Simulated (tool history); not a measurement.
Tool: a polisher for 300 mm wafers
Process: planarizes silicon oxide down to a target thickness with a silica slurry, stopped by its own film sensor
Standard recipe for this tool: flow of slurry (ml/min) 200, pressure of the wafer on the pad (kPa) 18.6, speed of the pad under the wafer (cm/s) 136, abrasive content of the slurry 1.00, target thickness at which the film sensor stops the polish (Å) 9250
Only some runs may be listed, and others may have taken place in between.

run	hour	flow of slurry (ml/min)	pressure of the wafer on the pad (kPa)	speed of the pad under the wafer (cm/s)	abrasive content of the slurry	target thickness at which the film sensor stops the polish (Å)	wafers since the last listed run	wafers polished on this pad	hours since the slurry nozzle was cleaned	hours since the head pressure was calibrated	hours since the slurry blender was calibrated	hours since the conditioning disc was replaced	incoming thickness of the incoming film, nm	time until the film sensor stopped the polish (s)
1	0.0	200	18.6	112	1.10	9250	0	401	350.0	1090.5	188.6	169.9	1231.2	210.1
# hour 43.9: worn pad replaced by a new one
2	48.8	200	18.6	136	1.00	9560	386	42	398.8	1139.3	237.4	218.7	1228.9	179.0
# hour 59.3: head pressure recalibrated
3	60.9	200	18.6	136	1.00	9560	87	129	410.9	1.6	249.5	230.8	1221.4	172.8
4	76.2	200	18.6	136	1.00	9560	131	261	426.2	16.9	264.8	246.1	1223.8	177.9
5	87.8	200	18.6	136	1.00	9250	99	361	437.8	28.5	276.4	257.7	1199.0	181.0
6	96.1	200	18.6	136	1.00	9250	71	432	446.1	36.8	284.7	266.0	1209.7	187.5
7	109.4	200	16.5	136	1.00	9250	114	547	459.4	50.1	298.0	279.3	1219.2	222.9
# hour 124.4: conditioning disc replaced and pad reconditioned
8	126.2	200	18.6	136	1.20	9250	127	674	476.2	66.9	314.8	1.8	1231.1	182.1
9	133.2	200	18.6	136	1.20	9250	60	735	483.2	73.9	321.8	8.8	1204.0	170.4
# hour 147.3: worn pad replaced by a new one
# hour 148.9: slurry nozzle cleaned
10	150.4	200	22.1	136	0.75	8440	105	18	1.5	91.1	339.0	26.0	1223.8	261.0
11	160.2	200	18.6	182	1.15	9250	84	102	11.3	100.9	348.8	35.8	1220.1	143.5
12	174.7	200	16.5	114	1.00	9250	124	227	25.8	115.4	363.3	50.3	1226.7	259.1
13	191.3	200	21.4	182	1.00	9250	143	370	42.4	132.0	379.9	66.9	1203.8	129.5
14	203.1	200	24.1	136	1.00	9250	101	472	54.2	143.8	391.7	78.7	1219.0	148.0
15	221.0	200	24.1	136	1.15	9250	154	626	72.1	161.7	409.6	96.6	1220.7	134.2
16	230.5	140	18.6	136	1.00	9250	81	708	81.6	171.2	419.1	106.1	1223.8	214.2
17	246.2	200	18.6	136	1.00	9250	135	843	97.3	186.9	434.8	121.8	1237.0	210.2
# hour 252.0: worn pad replaced by a new one
18	260.8	200	18.6	136	0.70	9250	91	75	111.9	201.5	449.4	136.4	1224.8	266.4
19	268.4	200	18.6	136	1.00	9250	65	140	119.5	209.1	457.0	144.0	1233.1	211.2

Run 20, settings as shown, results not yet in. Your forecast:
# hour 273.5: slurry blender recalibrated
20	281.6	200	18.6	136	1.00	9250	96	237	132.7	222.3	8.1	157.2	1206.1	?

Logged for run 20: time until the film sensor stopped the polish (s) 147.4.
The same run, on a tool lacking any hidden state, would have yielded time until the film sensor stopped the polish (s) 143.0.
